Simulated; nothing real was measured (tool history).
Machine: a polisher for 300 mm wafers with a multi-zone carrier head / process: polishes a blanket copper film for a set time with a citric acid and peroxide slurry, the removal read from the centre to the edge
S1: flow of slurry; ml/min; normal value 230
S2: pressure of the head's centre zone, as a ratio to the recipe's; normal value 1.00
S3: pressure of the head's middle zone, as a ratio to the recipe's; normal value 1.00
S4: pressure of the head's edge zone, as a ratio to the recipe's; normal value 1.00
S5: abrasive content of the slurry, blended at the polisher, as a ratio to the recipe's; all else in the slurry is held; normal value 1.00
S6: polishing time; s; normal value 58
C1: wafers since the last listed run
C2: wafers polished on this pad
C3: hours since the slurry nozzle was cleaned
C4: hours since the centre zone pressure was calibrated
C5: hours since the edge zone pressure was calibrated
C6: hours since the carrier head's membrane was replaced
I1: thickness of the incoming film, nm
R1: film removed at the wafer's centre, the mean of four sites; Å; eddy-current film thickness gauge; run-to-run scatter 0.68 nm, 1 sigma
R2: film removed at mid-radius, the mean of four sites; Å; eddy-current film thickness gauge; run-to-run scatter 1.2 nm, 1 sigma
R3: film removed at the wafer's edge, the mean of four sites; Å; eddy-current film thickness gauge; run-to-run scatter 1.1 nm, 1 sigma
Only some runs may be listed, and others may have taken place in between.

| run | day | S1 | S2 | S3 | S4 | S5 | S6 | C1 | C2 | C3 | C4 | C5 | C6 | I1 | R1 | R2 | R3 |
|---|---|---|---|---|---|---|---|---|---|---|---|---|---|---|---|---|---|
| 1 | 0.000 | 230 | 1.00 | 1.00 | 1.00 | 1.00 | 58 | 0 | 468 | 408.3 | 467.7 | 859.1 | 520.9 | 834.9 | 784 | 802 | 836 |
|  | 0.121 | slurry nozzle cleaned |
| 2 | 0.958 | 230 | 1.00 | 1.00 | 1.00 | 0.90 | 58 | 231 | 700 | 20.1 | 490.7 | 882.1 | 543.9 | 846.4 | 835 | 832 | 865 |
| 3 | 1.683 | 230 | 1.00 | 1.00 | 1.00 | 0.90 | 58 | 183 | 884 | 37.5 | 508.1 | 899.5 | 561.3 | 838.7 | 832 | 852 | 849 |
| 4 | 2.942 | 230 | 1.00 | 1.00 | 1.00 | 1.15 | 58 | 318 | 1202 | 67.7 | 538.3 | 929.7 | 591.5 | 836.4 | 843 | 870 | 881 |
|  | 4.062 | carrier head's membrane replaced by a new one |
| 5 | 4.083 | 230 | 1.00 | 1.00 | 1.00 | 1.15 | 58 | 236 | 1438 | 95.1 | 565.7 | 957.1 | 0.5 | 844.9 | 835 | 862 | 854 |
|  | 5.842 | edge zone pressure recalibrated |
|  | 6.450 | worn pad replaced by a new one |
| 6 | 7.950 | 230 | 1.00 | 1.00 | 1.00 | 1.15 | 58 | 915 | 379 | 187.9 | 658.5 | 50.6 | 93.3 | 845.5 | 855 | 853 | 889 |
| 7 | 8.517 | 230 | 1.00 | 1.00 | 1.00 | 1.00 | 58 | 143 | 522 | 201.5 | 672.1 | 64.2 | 106.9 | 836.7 | 820 | 841 | 858 |
| 8 | 9.825 | 285 | 1.04 | 1.00 | 1.00 | 1.00 | 71 | 331 | 853 | 232.9 | 703.5 | 95.6 | 138.3 | 837.8 | 1062 | 1032 | 1071 |
| 9 | 10.612 | 230 | 1.06 | 1.00 | 1.00 | 1.00 | 58 | 199 | 1053 | 251.8 | 722.4 | 114.5 | 157.2 | 838.4 | 834 | 779 | 812 |
| 10 | 11.833 | 230 | 1.00 | 1.00 | 1.00 | 1.00 | 58 | 308 | 1362 | 281.1 | 751.7 | 143.8 | 186.5 | 846.6 | 785 | 801 | 835 |
|  | 12.025 | centre zone pressure recalibrated |
|  | 12.833 | worn pad replaced by a new one |
| 11 | 12.950 | 265 | 1.04 | 1.00 | 1.00 | 1.00 | 58 | 219 | 29 | 307.9 | 22.2 | 170.6 | 213.3 | 830.1 | 880 | 852 | 884 |
| 12 | 16.342 | 230 | 0.93 | 1.10 | 1.00 | 1.00 | 58 | 858 | 887 | 389.3 | 103.6 | 252.0 | 294.7 | 829.7 | 727 | 869 | 828 |
| 13 | 17.208 | 230 | 1.00 | 1.00 | 1.00 | 1.00 | 58 | 219 | 1107 | 410.1 | 124.4 | 272.8 | 315.5 | 848.1 | 779 | 795 | 815 |
|  | 17.746 | slurry nozzle cleaned |
| 14 | 18.496 | 230 | 1.00 | 1.00 | 1.00 | 0.90 | 58 | 315 | 1422 | 18.0 | 155.3 | 303.7 | 346.4 | 838.0 | 836 | 831 | 857 |
|  | 19.229 | worn pad replaced by a new one |
| 15 | 19.604 | 230 | 0.88 | 0.94 | 0.94 | 1.00 | 49 | 238 | 95 | 44.6 | 181.9 | 330.3 | 373.0 | 847.4 | 641 | 702 | 727 |
| 16 | 20.242 | 230 | 1.00 | 1.00 | 1.00 | 0.90 | 58 | 161 | 256 | 59.9 | 197.2 | 345.6 | 388.3 | 832.9 | 830 | 856 | 890 |
| 17 | 20.867 | 255 | 1.00 | 1.00 | 1.00 | 1.00 | 58 | 158 | 414 | 74.9 | 212.2 | 360.6 | 403.3 | 848.6 | 860 | 860 | 871 |
| 18 | 21.738 | 230 | 1.00 | 1.00 | 1.06 | 0.90 | 58 | 220 | 635 | 95.8 | 233.1 | 381.5 | 424.2 | 831.8 | 826 | 820 | 868 |
| 19 | 22.646 | 230 | 1.00 | 1.00 | 1.00 | 1.00 | 58 | 229 | 865 | 117.6 | 254.9 | 403.3 | 446.0 | 834.1 | 825 | 833 | 846 |
| 20 | 23.725 | 230 | 1.00 | 1.05 | 1.00 | 0.80 | 58 | 273 | 1138 | 143.5 | 280.8 | 429.2 | 471.9 | 834.8 | 769 | 819 | 806 |
| 21 | 24.717 | 185 | 1.09 | 1.00 | 1.00 | 1.00 | 58 | 250 | 1389 | 167.3 | 304.6 | 453.0 | 495.7 | 825.5 | 818 | 765 | 792 |
|  | 25.404 | worn pad replaced by a new one |
| 22 | 25.425 | 155 | 1.00 | 0.92 | 1.00 | 1.00 | 58 | 137 | 5 | 184.3 | 321.6 | 470.0 | 512.7 | 848.7 | 759 | 723 | 828 |

What differs in the tool's unlogged condition from the final listed run ahead of each entry between runs to the first listed run following it?
From run 1 to run 2: slurry nozzle cleaned (day 0.121)
  removal rate lost through wear of the pad, %: 1.95 -> 2.74; slurry flow missing at the pad, %: 43.1 -> 7.01
  the result without the hidden state subtracted from the measured one, R1: -106 -> -33 Å; R2: -98 -> -31 Å; R3: -78 -> -31 Å
From run 4 to run 5: carrier head's membrane replaced by a new one (day 4.062)
  removal rate lost through wear of the pad, %: 4.39 -> 5.34; slurry flow missing at the pad, %: 17.2 -> 21.7
  the result without the hidden state subtracted from the measured one, R1: -65 -> -82 Å; R2: -64 -> -81 Å; R3: -59 -> -72 Å
From run 5 to run 6: edge zone pressure recalibrated (day 5.842); worn pad replaced by a new one (day 6.450)
  removal rate lost through wear of the pad, %: 5.34 -> 1.51; slurry flow missing at the pad, %: 21.7 -> 32
  the result without the hidden state subtracted from the measured one, R1: -82 -> -72 Å; R2: -81 -> -66 Å; R3: -72 -> -54 Å
From run 10 to run 11: centre zone pressure recalibrated (day 12.025); worn pad replaced by a new one (day 12.833)
  removal rate lost through wear of the pad, %: 4.73 -> 0.099; slurry flow missing at the pad, %: 37.5 -> 38.6
  the result without the hidden state subtracted from the measured one, R1: -111 -> -71 Å; R2: -106 -> -62 Å; R3: -92 -> -47 Å
From run 13 to run 14: slurry nozzle cleaned (day 17.746)
  removal rate lost through wear of the pad, %: 3.64 -> 4.7; slurry flow missing at the pad, %: 41.1 -> 6.25
  the result without the hidden state subtracted from the measured one, R1: -113 -> -49 Å; R2: -106 -> -48 Å; R3: -87 -> -48 Å
From run 14 to run 15: worn pad replaced by a new one (day 19.229)
  removal rate lost through wear of the pad, %: 4.7 -> 1.1; slurry flow missing at the pad, %: 6.25 -> 12.4
  the result without the hidden state subtracted from the measured one, R1: -49 -> -20 Å; R2: -48 -> -20 Å; R3: -48 -> -18 Å
From run 21 to run 22: worn pad replaced by a new one (day 25.404)
  removal rate lost through wear of the pad, %: 5.35 -> 0.26; slurry flow missing at the pad, %: 30 -> 31.5
  the result without the hidden state subtracted from the measured one, R1: -114 -> -79 Å; R2: -99 -> -66 Å; R3: -86 -> -53 Å

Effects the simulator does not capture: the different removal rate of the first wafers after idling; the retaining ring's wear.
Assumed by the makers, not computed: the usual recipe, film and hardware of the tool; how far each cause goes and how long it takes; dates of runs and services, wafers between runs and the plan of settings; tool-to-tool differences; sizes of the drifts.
